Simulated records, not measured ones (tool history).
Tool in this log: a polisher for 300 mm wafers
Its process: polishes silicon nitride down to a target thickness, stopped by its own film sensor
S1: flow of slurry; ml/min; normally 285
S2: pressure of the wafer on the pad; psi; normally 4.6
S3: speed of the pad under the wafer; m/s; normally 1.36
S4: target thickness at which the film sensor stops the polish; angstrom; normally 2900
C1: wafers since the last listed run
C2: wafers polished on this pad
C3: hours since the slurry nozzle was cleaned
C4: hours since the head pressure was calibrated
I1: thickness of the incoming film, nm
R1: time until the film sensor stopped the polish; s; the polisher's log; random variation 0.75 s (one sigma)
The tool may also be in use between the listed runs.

{"run": 1, "day": 0.0, "S1": 240, "S2": 4.6, "S3": 1.36, "S4": 2900, "C1": 0, "C2": 2074, "C3": 456.1, "C4": 473.5, "I1": 471.3, "R1": 59.1}
{"day": 1.896, "done": "slurry nozzle cleaned"}
{"run": 2, "day": 2.558, "S1": 285, "S2": 4.6, "S3": 1.36, "S4": 2670, "C1": 782, "C2": 2856, "C3": 15.9, "C4": 534.9, "I1": 466.2, "R1": 57.9}
{"day": 5.05, "done": "worn pad replaced by a new one"}
{"run": 3, "day": 7.246, "S1": 285, "S2": 4.6, "S3": 1.36, "S4": 2670, "C1": 1405, "C2": 682, "C3": 128.4, "C4": 647.4, "I1": 467.6, "R1": 59.7}
{"run": 4, "day": 9.654, "S1": 285, "S2": 3.7, "S3": 1.36, "S4": 2900, "C1": 748, "C2": 1431, "C3": 186.2, "C4": 705.2, "I1": 475.9, "R1": 68.9}
{"run": 5, "day": 12.0, "S1": 285, "S2": 3.7, "S3": 1.36, "S4": 2900, "C1": 729, "C2": 2161, "C3": 242.5, "C4": 761.5, "I1": 471.0, "R1": 63.9}
{"run": 6, "day": 13.304, "S1": 255, "S2": 4.6, "S3": 1.36, "S4": 2900, "C1": 405, "C2": 2567, "C3": 273.8, "C4": 792.8, "I1": 476.8, "R1": 56.1}
{"run": 7, "day": 14.842, "S1": 285, "S2": 4.6, "S3": 1.16, "S4": 2900, "C1": 478, "C2": 3045, "C3": 310.7, "C4": 829.7, "I1": 470.2, "R1": 57.3}
{"run": 8, "day": 17.588, "S1": 285, "S2": 4.6, "S3": 1.16, "S4": 2900, "C1": 853, "C2": 3899, "C3": 376.6, "C4": 895.6, "I1": 473.5, "R1": 59.8}
{"day": 18.896, "done": "worn pad replaced by a new one"}
{"day": 18.975, "done": "slurry nozzle cleaned"}
{"run": 9, "day": 20.508, "S1": 285, "S2": 4.6, "S3": 1.16, "S4": 2900, "C1": 843, "C2": 488, "C3": 36.8, "C4": 965.7, "I1": 464.3, "R1": 54.1}
{"run": 10, "day": 22.083, "S1": 285, "S2": 4.6, "S3": 1.36, "S4": 2900, "C1": 489, "C2": 978, "C3": 74.6, "C4": 1003.5, "I1": 469.4, "R1": 50.3}
{"run": 11, "day": 23.275, "S1": 285, "S2": 4.6, "S3": 1.36, "S4": 2900, "C1": 370, "C2": 1348, "C3": 103.2, "C4": 1032.1, "I1": 467.8, "R1": 50.1}
{"run": 12, "day": 24.471, "S1": 285, "S2": 4.6, "S3": 1.36, "S4": 2900, "C1": 371, "C2": 1720, "C3": 131.9, "C4": 1060.8, "I1": 468.5, "R1": 51.2}
{"run": 13, "day": 26.783, "S1": 285, "S2": 4.6, "S3": 1.36, "S4": 2900, "C1": 719, "C2": 2440, "C3": 187.4, "C4": 1116.3, "I1": 473.4, "R1": 51.2}
{"run": 14, "day": 29.404, "S1": 285, "S2": 4.6, "S3": 1.36, "S4": 2900, "C1": 815, "C2": 3255, "C3": 250.3, "C4": 1179.2, "I1": 468.6, "R1": 50.3}
{"day": 34.175, "done": "worn pad replaced by a new one"}
{"day": 36.575, "done": "slurry nozzle cleaned"}
{"run": 15, "day": 37.7, "S1": 255, "S2": 3.9, "S3": 1.36, "S4": 3070, "C1": 2515, "C2": 1082, "C3": 27.0, "C4": 1378.3, "I1": 479.9, "R1": 52.7}
{"day": 39.429, "done": "head pressure recalibrated"}
{"run": 16, "day": 39.45, "S1": 285, "S2": 4.6, "S3": 1.36, "S4": 2900, "C1": 518, "C2": 1600, "C3": 69.0, "C4": 0.5, "I1": 470.4, "R1": 54.2}
{"run": 17, "day": 40.542, "S1": 285, "S2": 6.0, "S3": 0.94, "S4": 3410, "C1": 339, "C2": 1940, "C3": 95.2, "C4": 26.7, "I1": 476.9, "R1": 39.0}
{"run": 18, "day": 42.138, "S1": 335, "S2": 6.0, "S3": 1.0, "S4": 2560, "C1": 496, "C2": 2436, "C3": 133.5, "C4": 65.0, "I1": 465.8, "R1": 56.8}
{"run": 19, "day": 43.421, "S1": 360, "S2": 3.4, "S3": 1.36, "S4": 2900, "C1": 399, "C2": 2835, "C3": 164.3, "C4": 95.8, "I1": 465.4, "R1": 69.0}
{"run": 20, "day": 45.55, "S1": 355, "S2": 4.6, "S3": 1.36, "S4": 2440, "C1": 662, "C2": 3498, "C3": 215.4, "C4": 146.9, "I1": 467.8, "R1": 66.2}
{"run": 21, "day": 47.583, "S1": 285, "S2": 4.6, "S3": 1.2, "S4": 2900, "C1": 632, "C2": 4130, "C3": 264.2, "C4": 195.7, "I1": 476.1, "R1": 59.9}
{"day": 49.462, "done": "worn pad replaced by a new one"}
{"day": 53.592, "done": "slurry nozzle cleaned"}
{"run": 22, "day": 55.075, "S1": 285, "S2": 3.4, "S3": 1.36, "S4": 2900, "C1": 2265, "C2": 1732, "C3": 35.6, "C4": 375.5, "I1": 466.4, "R1": 70.0}
{"run": 23, "day": 56.171, "S1": 285, "S2": 4.6, "S3": 1.36, "S4": 2900, "C1": 340, "C2": 2073, "C3": 61.9, "C4": 401.8, "I1": 463.9, "R1": 52.6}
{"run": 24, "day": 57.379, "S1": 285, "S2": 3.0, "S3": 1.16, "S4": 2900, "C1": 375, "C2": 2448, "C3": 90.9, "C4": 430.8, "I1": 471.1, "R1": 90.1}
{"run": 25, "day": 60.317, "S1": 220, "S2": 4.6, "S3": 1.36, "S4": 2900, "C1": 913, "C2": 3362, "C3": 161.4, "C4": 501.3, "I1": 473.1, "R1": 56.4}
{"run": 26, "day": 61.454, "S1": 285, "S2": 5.8, "S3": 1.36, "S4": 2900, "C1": 353, "C2": 3716, "C3": 188.7, "C4": 528.6, "I1": 464.3, "R1": 41.2}
{"day": 62.717, "done": "worn pad replaced by a new one"}
{"run": 27, "day": 64.017, "S1": 285, "S2": 3.8, "S3": 0.98, "S4": 2500, "C1": 745, "C2": 404, "C3": 250.2, "C4": 590.1, "I1": 466.8, "R1": 91.0}
{"run": 28, "day": 65.95, "S1": 335, "S2": 3.3, "S3": 1.36, "S4": 3160, "C1": 601, "C2": 1005, "C3": 296.6, "C4": 636.5, "I1": 472.5, "R1": 63.6}
{"run": 29, "day": 68.65, "S1": 335, "S2": 3.3, "S3": 1.36, "S4": 3160, "C1": 839, "C2": 1845, "C3": 361.4, "C4": 701.3, "I1": 469.2, "R1": 62.8}

What if the next run were any one of these 3? Each begins from the tool's condition after run 29:
{"run": "A", "day": 68.667, "S1": 285, "S2": 4.6, "S3": 1.36, "S4": 3470, "C1": 5, "C2": 1850, "C3": 361.8, "C4": 701.7, "I1": 470.9, "R1": "?"}
{"run": "B", "day": 68.667, "S1": 230, "S2": 5.0, "S3": 1.36, "S4": 2900, "C1": 5, "C2": 1850, "C3": 361.8, "C4": 701.7, "I1": 470.9, "R1": "?"}
{"run": "C", "day": 68.667, "S1": 285, "S2": 4.6, "S3": 0.98, "S4": 2900, "C1": 5, "C2": 1850, "C3": 361.8, "C4": 701.7, "I1": 470.9, "R1": "?"}

run=A R1=37.1
run=B R1=52.0
run=C R1=65.2
With the hidden condition removed and each run's random variation left untouched, the same runs would have given:
run=A R1=36.0
run=B R1=49.6
run=C R1=63.2
